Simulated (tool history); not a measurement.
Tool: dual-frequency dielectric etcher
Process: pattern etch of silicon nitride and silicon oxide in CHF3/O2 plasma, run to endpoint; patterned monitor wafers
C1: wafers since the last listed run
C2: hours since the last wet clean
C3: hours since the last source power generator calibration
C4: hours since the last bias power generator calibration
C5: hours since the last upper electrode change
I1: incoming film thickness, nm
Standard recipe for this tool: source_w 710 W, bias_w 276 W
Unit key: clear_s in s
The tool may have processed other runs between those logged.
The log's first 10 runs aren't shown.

{"run": 11, "hour": 213.8, "source_w": 710, "bias_w": 276, "C1": 51, "C2": 123.4, "C3": 2334.5, "C4": 4250.5, "C5": 3254.9, "I1": 299.8, "clear_s": 160.3}
{"run": 12, "hour": 226.0, "source_w": 710, "bias_w": 276, "C1": 49, "C2": 135.6, "C3": 2346.7, "C4": 4262.7, "C5": 3267.1, "I1": 302.8, "clear_s": 162.8}
{"run": 13, "hour": 244.5, "source_w": 710, "bias_w": 276, "C1": 74, "C2": 154.1, "C3": 2365.2, "C4": 4281.2, "C5": 3285.6, "I1": 300.3, "clear_s": 160.8}
{"run": 14, "hour": 278.2, "source_w": 800, "bias_w": 276, "C1": 136, "C2": 187.8, "C3": 2398.9, "C4": 4314.9, "C5": 3319.3, "I1": 303.2, "clear_s": 152.2}
{"run": 15, "hour": 301.0, "source_w": 800, "bias_w": 276, "C1": 92, "C2": 210.6, "C3": 2421.7, "C4": 4337.7, "C5": 3342.1, "I1": 300.3, "clear_s": 151.9}
{"run": 16, "hour": 332.9, "source_w": 710, "bias_w": 234, "C1": 129, "C2": 242.5, "C3": 2453.6, "C4": 4369.6, "C5": 3374.0, "I1": 302.2, "clear_s": 169.1}
{"run": 17, "hour": 354.0, "source_w": 630, "bias_w": 254, "C1": 85, "C2": 263.6, "C3": 2474.7, "C4": 4390.7, "C5": 3395.1, "I1": 299.0, "clear_s": 171.5}
{"run": 18, "hour": 367.2, "source_w": 770, "bias_w": 301, "C1": 53, "C2": 276.8, "C3": 2487.9, "C4": 4403.9, "C5": 3408.3, "I1": 306.8, "clear_s": 152.8}
{"run": 19, "hour": 394.7, "source_w": 850, "bias_w": 210, "C1": 111, "C2": 304.3, "C3": 2515.4, "C4": 4431.4, "C5": 3435.8, "I1": 303.1, "clear_s": 159.5}
{"run": 20, "hour": 422.9, "source_w": 660, "bias_w": 328, "C1": 114, "C2": 332.5, "C3": 2543.6, "C4": 4459.6, "C5": 3464.0, "I1": 301.4, "clear_s": 155.9}
{"run": 21, "hour": 436.1, "source_w": 710, "bias_w": 276, "C1": 53, "C2": 345.7, "C3": 2556.8, "C4": 4472.8, "C5": 3477.2, "I1": 301.5, "clear_s": 159.3}
{"run": 22, "hour": 454.0, "source_w": 570, "bias_w": 225, "C1": 72, "C2": 363.6, "C3": 2574.7, "C4": 4490.7, "C5": 3495.1, "I1": 303.4, "clear_s": 188.4}
{"hour": 481.3, "done": "source power generator calibrated"}
{"run": 23, "hour": 489.9, "source_w": 710, "bias_w": 310, "C1": 129, "C2": 399.5, "C3": 8.6, "C4": 4526.6, "C5": 3531.0, "I1": 303.8, "clear_s": 154.1}
{"hour": 525.3, "done": "wet clean of the chamber"}
{"hour": 526.5, "done": "bias power generator calibrated"}
{"hour": 533.0, "done": "upper electrode replaced"}
{"run": 24, "hour": 533.5, "source_w": 800, "bias_w": 342, "C1": 48, "C2": 8.2, "C3": 52.2, "C4": 7.0, "C5": 0.5, "I1": 304.8, "clear_s": 147.1}
{"run": 25, "hour": 546.7, "source_w": 840, "bias_w": 295, "C1": 53, "C2": 21.4, "C3": 65.4, "C4": 20.2, "C5": 13.7, "I1": 301.0, "clear_s": 147.7}
{"run": 26, "hour": 559.5, "source_w": 710, "bias_w": 276, "C1": 51, "C2": 34.2, "C3": 78.2, "C4": 33.0, "C5": 26.5, "I1": 301.8, "clear_s": 163.0}
{"run": 27, "hour": 575.7, "source_w": 650, "bias_w": 231, "C1": 65, "C2": 50.4, "C3": 94.4, "C4": 49.2, "C5": 42.7, "I1": 302.7, "clear_s": 179.0}
{"run": 28, "hour": 610.1, "source_w": 710, "bias_w": 276, "C1": 139, "C2": 84.8, "C3": 128.8, "C4": 83.6, "C5": 77.1, "I1": 301.8, "clear_s": 162.2}
{"run": 29, "hour": 638.9, "source_w": 710, "bias_w": 276, "C1": 116, "C2": 113.6, "C3": 157.6, "C4": 112.4, "C5": 105.9, "I1": 303.2, "clear_s": 162.8}
{"run": 30, "hour": 660.4, "source_w": 890, "bias_w": 276, "C1": 87, "C2": 135.1, "C3": 179.1, "C4": 133.9, "C5": 127.4, "I1": 300.0, "clear_s": 145.9}
{"run": 31, "hour": 689.1, "source_w": 710, "bias_w": 276, "C1": 116, "C2": 163.8, "C3": 207.8, "C4": 162.6, "C5": 156.1, "I1": 299.2, "clear_s": 159.9}
{"run": 32, "hour": 713.8, "source_w": 580, "bias_w": 276, "C1": 100, "C2": 188.5, "C3": 232.5, "C4": 187.3, "C5": 180.8, "I1": 299.7, "clear_s": 175.6}
{"run": 33, "hour": 742.2, "source_w": 810, "bias_w": 336, "C1": 115, "C2": 216.9, "C3": 260.9, "C4": 215.7, "C5": 209.2, "I1": 306.5, "clear_s": 144.5}
{"run": 34, "hour": 754.7, "source_w": 880, "bias_w": 340, "C1": 50, "C2": 229.4, "C3": 273.4, "C4": 228.2, "C5": 221.7, "I1": 303.7, "clear_s": 137.8}

What will run 35 give?
{"run": 35, "hour": 787.1, "source_w": 810, "bias_w": 276, "C1": 131, "C2": 261.8, "C3": 305.8, "C4": 260.6, "C5": 254.1, "I1": 301.8, "clear_s": "?"}

clear_s: 151.0 s
The same run, on a tool lacking any hidden state, would have yielded clear_s 153.2 s.

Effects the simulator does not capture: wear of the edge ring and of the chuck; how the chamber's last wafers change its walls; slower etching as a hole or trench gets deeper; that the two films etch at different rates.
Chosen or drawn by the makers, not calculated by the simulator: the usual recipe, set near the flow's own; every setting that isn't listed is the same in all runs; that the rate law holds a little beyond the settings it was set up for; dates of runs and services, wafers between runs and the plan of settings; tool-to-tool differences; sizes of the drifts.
